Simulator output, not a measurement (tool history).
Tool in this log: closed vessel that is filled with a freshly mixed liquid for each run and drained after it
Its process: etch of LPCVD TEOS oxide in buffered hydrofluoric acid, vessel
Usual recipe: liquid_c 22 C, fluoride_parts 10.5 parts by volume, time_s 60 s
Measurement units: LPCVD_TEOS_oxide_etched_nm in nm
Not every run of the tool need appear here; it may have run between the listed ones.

| run | hour | liquid_c | fluoride_parts | time_s | read-back film thickness of the LPCVD TEOS oxide reference wafer, read on the same gauge (nm) | LPCVD_TEOS_oxide_etched_nm |
|---|---|---|---|---|---|---|
| 1 | 0 | 22 | 10.5 | 60 | 110.03 | 68.73 |
| 2 | 22.6 | 22 | 10.5 | 60 | 110 | 68.48 |
|  | 42.8 | thermometer replaced |
| 3 | 44.1 | 22 | 10.5 | 60 | 110.01 | 77.51 |
| 4 | 63.5 | 22 | 11.5 | 45 | 109.99 | 52.35 |
| 5 | 92.8 | 22 | 11.5 | 45 | 110.03 | 52.84 |
| 6 | 109.9 | 19.5 | 13 | 60 | 109.99 | 53.45 |
| 7 | 127.9 | 19.5 | 13 | 60 | 109.96 | 53.39 |
| 8 | 158.3 | 22 | 10.5 | 60 | 110 | 75.57 |
| 9 | 182.4 | 22 | 10.5 | 60 | 110.01 | 74.73 |
| 10 | 202.2 | 17.5 | 9 | 85 | 109.98 | 94.28 |
| 11 | 215.9 | 17.5 | 9 | 35 | 109.98 | 38.79 |
|  | 230.5 | gauge calibrated |
| 12 | 250.6 | 17 | 12 | 45 | 110.02 | 36.88 |
| 13 | 283.5 | 17.5 | 7.5 | 60 | 109.99 | 77.77 |
|  | 303.5 | hydrofluoric acid flow meter replaced |
| 14 | 306.1 | 22 | 10.5 | 60 | 110 | 79.37 |
| 15 | 330.2 | 22 | 10.5 | 60 | 110.01 | 78.51 |
| 16 | 345.2 | 22 | 8.5 | 85 | 109.96 | 133.14 |
| 17 | 365.2 | 22 | 10.5 | 80 | 110.01 | 103.72 |
| 18 | 392.7 | 18.5 | 8.5 | 40 | 109.97 | 50.45 |
| 19 | 428.7 | 22 | 10.5 | 45 | 109.98 | 57.18 |
| 20 | 448.6 | 19 | 12.5 | 80 | 109.97 | 71.92 |
| 21 | 511.5 | 22 | 10.5 | 60 | 110.02 | 75.81 |
| 22 | 544.5 | 20.5 | 10.5 | 60 | 110 | 69.07 |
| 23 | 561.4 | 18 | 10.5 | 85 | 109.97 | 84.39 |
| 24 | 587.8 | 24 | 13.5 | 45 | 110.02 | 49.01 |
| 25 | 610.8 | 20.5 | 10.5 | 60 | 109.99 | 67.81 |
| 26 | 624.7 | 22 | 10.5 | 60 | 109.96 | 73.91 |
| 27 | 648.7 | 22 | 7.5 | 60 | 110.03 | 100.83 |
| 28 | 676.2 | 22 | 10.5 | 60 | 110.01 | 73.43 |
| 29 | 701.2 | 22 | 10.5 | 85 | 110.04 | 104.37 |
| 30 | 735 | 25 | 10.5 | 60 | 109.97 | 85.99 |
| 31 | 758 | 22 | 14 | 70 | 109.99 | 63.06 |
| 32 | 777.6 | 17 | 8 | 60 | 110.03 | 68.69 |

For each run, what was the tool's unlogged condition?
gauge reads high (%): 0 in every run
H1: liquid colder than its thermometer reads (K)
H2: hydrofluoric acid flow below the setpoint (%)
| run | H1 | H2 |
|---|---|---|
| 1 | 2.03 | 3.5 |
| 2 | 2.05 | 3.77 |
| 3 | 0.0875 | 4.03 |
| 4 | 0.109 | 4.27 |
| 5 | 0.141 | 4.62 |
| 6 | 0.16 | 4.83 |
| 7 | 0.18 | 5.05 |
| 8 | 0.213 | 5.42 |
| 9 | 0.239 | 5.71 |
| 10 | 0.261 | 5.95 |
| 11 | 0.276 | 6.12 |
| 12 | 0.314 | 6.54 |
| 13 | 0.35 | 6.94 |
| 14 | 0.375 | 0.127 |
| 15 | 0.402 | 0.419 |
| 16 | 0.418 | 0.601 |
| 17 | 0.44 | 0.844 |
| 18 | 0.47 | 1.18 |
| 19 | 0.51 | 1.61 |
| 20 | 0.532 | 1.86 |
| 21 | 0.601 | 2.62 |
| 22 | 0.637 | 3.02 |
| 23 | 0.656 | 3.22 |
| 24 | 0.685 | 3.55 |
| 25 | 0.71 | 3.82 |
| 26 | 0.725 | 3.99 |
| 27 | 0.752 | 4.28 |
| 28 | 0.782 | 4.62 |
| 29 | 0.809 | 4.92 |
| 30 | 0.846 | 5.33 |
| 31 | 0.872 | 5.61 |
| 32 | 0.893 | 5.85 |

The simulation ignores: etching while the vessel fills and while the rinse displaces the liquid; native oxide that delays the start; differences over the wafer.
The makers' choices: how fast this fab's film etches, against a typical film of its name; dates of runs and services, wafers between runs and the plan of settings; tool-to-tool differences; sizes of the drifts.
